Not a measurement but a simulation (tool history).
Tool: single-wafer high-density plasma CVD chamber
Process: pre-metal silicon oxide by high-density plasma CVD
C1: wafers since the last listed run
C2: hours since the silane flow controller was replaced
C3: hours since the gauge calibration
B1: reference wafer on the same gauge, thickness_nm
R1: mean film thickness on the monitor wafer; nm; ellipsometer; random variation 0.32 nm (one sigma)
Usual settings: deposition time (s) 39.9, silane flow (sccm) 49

{"run": 1, "day": 0.0, "deposition time (s)": 39.9, "silane flow (sccm)": 46, "C1": 0, "C2": 3548.1, "C3": 140.8, "B1": 240.968, "R1": 196.856}
{"run": 2, "day": 0.992, "deposition time (s)": 39.9, "silane flow (sccm)": 46, "C1": 436, "C2": 3571.9, "C3": 164.6, "B1": 241.003, "R1": 196.722}
{"run": 3, "day": 1.833, "deposition time (s)": 39.9, "silane flow (sccm)": 46, "C1": 370, "C2": 3592.1, "C3": 184.8, "B1": 241.005, "R1": 196.232}
{"run": 4, "day": 3.167, "deposition time (s)": 39.9, "silane flow (sccm)": 49, "C1": 586, "C2": 3624.1, "C3": 216.8, "B1": 240.973, "R1": 206.38}
{"run": 5, "day": 4.192, "deposition time (s)": 39.9, "silane flow (sccm)": 49, "C1": 450, "C2": 3648.7, "C3": 241.4, "B1": 240.985, "R1": 206.745}
{"run": 6, "day": 5.296, "deposition time (s)": 39.9, "silane flow (sccm)": 49, "C1": 485, "C2": 3675.2, "C3": 267.9, "B1": 241.044, "R1": 206.692}
{"run": 7, "day": 6.079, "deposition time (s)": 34.5, "silane flow (sccm)": 55, "C1": 344, "C2": 3694, "C3": 286.7, "B1": 240.96, "R1": 196.403}
{"run": 8, "day": 7.079, "deposition time (s)": 45.8, "silane flow (sccm)": 56, "C1": 439, "C2": 3718, "C3": 310.7, "B1": 240.971, "R1": 263.942}
{"run": 9, "day": 7.9, "deposition time (s)": 45.8, "silane flow (sccm)": 56, "C1": 361, "C2": 3737.7, "C3": 330.4, "B1": 240.984, "R1": 263.568}
{"run": 10, "day": 9.142, "deposition time (s)": 39.9, "silane flow (sccm)": 49, "C1": 546, "C2": 3767.5, "C3": 360.2, "B1": 241.034, "R1": 205.905}
{"run": 11, "day": 10.05, "deposition time (s)": 42, "silane flow (sccm)": 57, "C1": 399, "C2": 3789.3, "C3": 382, "B1": 241.016, "R1": 245.622}
{"run": 12, "day": 10.738, "deposition time (s)": 39.9, "silane flow (sccm)": 44, "C1": 302, "C2": 3805.8, "C3": 398.5, "B1": 240.941, "R1": 189.448}
{"run": 13, "day": 12.075, "deposition time (s)": 37.5, "silane flow (sccm)": 42, "C1": 588, "C2": 3837.9, "C3": 430.6, "B1": 241.049, "R1": 171.693}
{"day": 13.462, "done": "silane flow controller replaced"}
{"run": 14, "day": 13.483, "deposition time (s)": 36.7, "silane flow (sccm)": 49, "C1": 472, "C2": 0.5, "C3": 464.4, "B1": 240.994, "R1": 200.094}
{"run": 15, "day": 14.508, "deposition time (s)": 45.7, "silane flow (sccm)": 45, "C1": 450, "C2": 25.1, "C3": 489, "B1": 240.996, "R1": 233.415}
{"day": 15.292, "done": "gauge calibrated"}
{"run": 16, "day": 15.679, "deposition time (s)": 42.7, "silane flow (sccm)": 49, "C1": 515, "C2": 53.2, "C3": 9.3, "B1": 241, "R1": 232.885}
{"run": 17, "day": 16.696, "deposition time (s)": 39.9, "silane flow (sccm)": 58, "C1": 447, "C2": 77.6, "C3": 33.7, "B1": 240.982, "R1": 248.989}
{"run": 18, "day": 17.688, "deposition time (s)": 39.9, "silane flow (sccm)": 49, "C1": 436, "C2": 101.4, "C3": 57.5, "B1": 241.088, "R1": 216.933}
{"run": 19, "day": 18.333, "deposition time (s)": 32.9, "silane flow (sccm)": 54, "C1": 284, "C2": 116.9, "C3": 73, "B1": 240.994, "R1": 193.627}
{"run": 20, "day": 19.646, "deposition time (s)": 39.9, "silane flow (sccm)": 49, "C1": 577, "C2": 148.4, "C3": 104.5, "B1": 241.037, "R1": 216.612}
{"run": 21, "day": 20.296, "deposition time (s)": 47.1, "silane flow (sccm)": 52, "C1": 285, "C2": 164, "C3": 120.1, "B1": 241.001, "R1": 268.606}

The same runs without the tool's hidden state, with the same run-to-run variation:
The hidden state here: delivered silane flow above the setpoint (%); gauge reads high (%).
run=1 R1=206.209
run=2 R1=206.082
run=3 R1=205.58
run=4 R1=216.229
run=5 R1=216.625
run=6 R1=216.584
run=7 R1=205.811
run=8 R1=276.603
run=9 R1=276.224
run=10 R1=215.807
run=11 R1=257.446
run=12 R1=198.575
run=13 R1=179.977
run=14 R1=198.633
run=15 R1=231.924
run=16 R1=231.636
run=17 R1=247.871
run=18 R1=216.142
run=19 R1=193.025
run=20 R1=216.171
run=21 R1=268.201
